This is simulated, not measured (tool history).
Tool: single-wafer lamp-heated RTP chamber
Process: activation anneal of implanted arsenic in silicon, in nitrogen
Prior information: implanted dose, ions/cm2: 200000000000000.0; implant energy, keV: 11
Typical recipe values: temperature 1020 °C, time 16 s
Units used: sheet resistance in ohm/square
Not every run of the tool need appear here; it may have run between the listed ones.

run    hour  temperature  time  wafers since the last listed run  wafers since the last pyrometer calibration  wafers since the reflector plate was cleaned  hours since the gauge calibration  read-back reference wafer on the same gauge, sheet resistance  sheet resistance
  1       0          996    23                                 0                                            9                                          4854                                883                                                         492.03            506.75
  2   100.5         1042    16                              1764                                         1773                                          6619                              983.5                                                         491.86             497.7
  3   155.1         1042    16                               958                                         2732                                          7577                             1038.1                                                         492.05             496.4
  4   217.3         1042    16                              1091                                         3824                                          8669                             1100.3                                                         491.78            496.18
  5   279.8         1010    16                              1097                                         4921                                          9766                             1162.8                                                         492.06            503.08
  6   332.9         1010    16                               932                                         5853                                         10698                             1215.9                                                         492.03            503.54
      353.8  -- reflector plate cleaned
  7   396.3         1010    16                               972                                         6825                                           746                             1279.3                                                         491.83            503.22
  8   501.4         1020    16                              1845                                         8671                                          2591                             1384.4                                                         491.83            501.04
      611.2  -- pyrometer window cleaned and pyrometer calibrated
  9   611.7         1020    16                              1795                                            8                                          4387                             1494.7                                                         492.06            502.92
 10   669.3         1020    16                              1011                                         1019                                          5398                             1552.3                                                          492.3            503.61
 11   726.6         1020    16                              1005                                         2025                                          6404                             1609.6                                                         492.01            502.74
 12     788         1034    22                              1077                                         3103                                          7482                               1671                                                         491.88            494.07
 13   824.5         1034    22                               640                                         3744                                          8123                             1707.5                                                         491.75            492.87
 14     922         1020    22                              1711                                         5455                                          9834                               1805                                                         491.57            498.54
 15   962.9         1044    23                               718                                         6173                                         10552                             1845.9                                                         491.82            489.03
 16  1005.3         1050    20                               744                                         6918                                         11297                             1888.3                                                          491.9            488.24
 17  1095.8          993    20                              1588                                         8506                                         12885                             1978.8                                                         491.67            506.12
     1125.7  -- reflector plate cleaned
 18  1179.8         1020    16                              1334                                         9840                                           949                             2062.8                                                         492.01            502.11
 19  1220.9          998     7                               721                                        10562                                          1670                             2103.9                                                         491.66            511.57
     1275.8  -- pyrometer window cleaned and pyrometer calibrated
 20  1306.3         1020    16                              1358                                          535                                          3029                             2189.3                                                         492.16            503.87
     1326.1  -- gauge calibrated
 21  1373.7         1020    13                              1183                                         1718                                          4212                               47.6                                                         492.07            504.36
 22  1451.3         1020    16                              1362                                         3080                                          5575                              125.2                                                         492.07            502.72
 23  1551.8         1010    16                              1764                                         4845                                          7339                              225.7                                                         492.18            503.92
 24  1636.2         1020    16                              1481                                         6326                                          8821                              310.1                                                         492.18            499.84
     1724.3  -- reflector plate cleaned
 25  1725.7         1001    10                              1430                                         7757                                            25                              399.6                                                         491.93            509.04
 26  1820.9         1049    25                              1671                                         9428                                          1696                              494.8                                                         491.69            485.08
 27  1901.7         1035    23                              1418                                        10847                                          3114                              575.6                                                         491.98             493.3
 28  1973.1         1020    16                              1253                                        12100                                          4368                                647                                                         491.97            501.46
     1997.9  -- pyrometer window cleaned and pyrometer calibrated
 29  2057.9         1041    20                              1348                                         1054                                          5716                              731.8                                                         491.71            494.01
 30  2165.7         1020    16                              1892                                         2946                                          7608                              839.6                                                         492.19            501.69
 31  2222.8         1011     8                              1002                                         3948                                          8611                              896.7                                                         491.91             511.3
 32  2326.6         1020    16                              1822                                         5771                                         10433                             1000.5                                                          492.2            501.69
 33  2413.1         1028     8                              1518                                         7289                                         11951                               1087                                                         491.98            506.62
     2464.3  -- reflector plate cleaned
 34  2483.2         1050    10                              1090                                         8379                                           331                             1157.1                                                         492.25            498.83
 35  2588.4         1020    16                              1846                                        10226                                          2178                             1262.3                                                         492.24            503.05
 36    2664         1028    21                              1327                                        11553                                          3505                             1337.9                                                         492.16            493.77

Predict each of these 4 candidate next runs independently; none follows another, all start after run 36:
  A  2664.4         1020    24                                 7                                        11560                                          3512                             1338.3                                                              ?                 ?
  B  2664.4         1029    11                                 7                                        11560                                          3512                             1338.3                                                              ?                 ?
  C  2664.4         1040     7                                 7                                        11560                                          3512                             1338.3                                                              ?                 ?
  D  2664.4         1008    13                                 7                                        11560                                          3512                             1338.3                                                              ?                 ?

run  read-back reference wafer on the same gauge, sheet resistance  sheet resistance
  A                                                         491.86             495.4
  B                                                         491.86             502.3
  C                                                         491.86            504.28
  D                                                         491.86            505.51
Stripped of hidden state, with their random variation kept, the same runs would have yielded:
run  sheet resistance
  A            499.04
  B            505.07
  C            506.71
  D            507.94
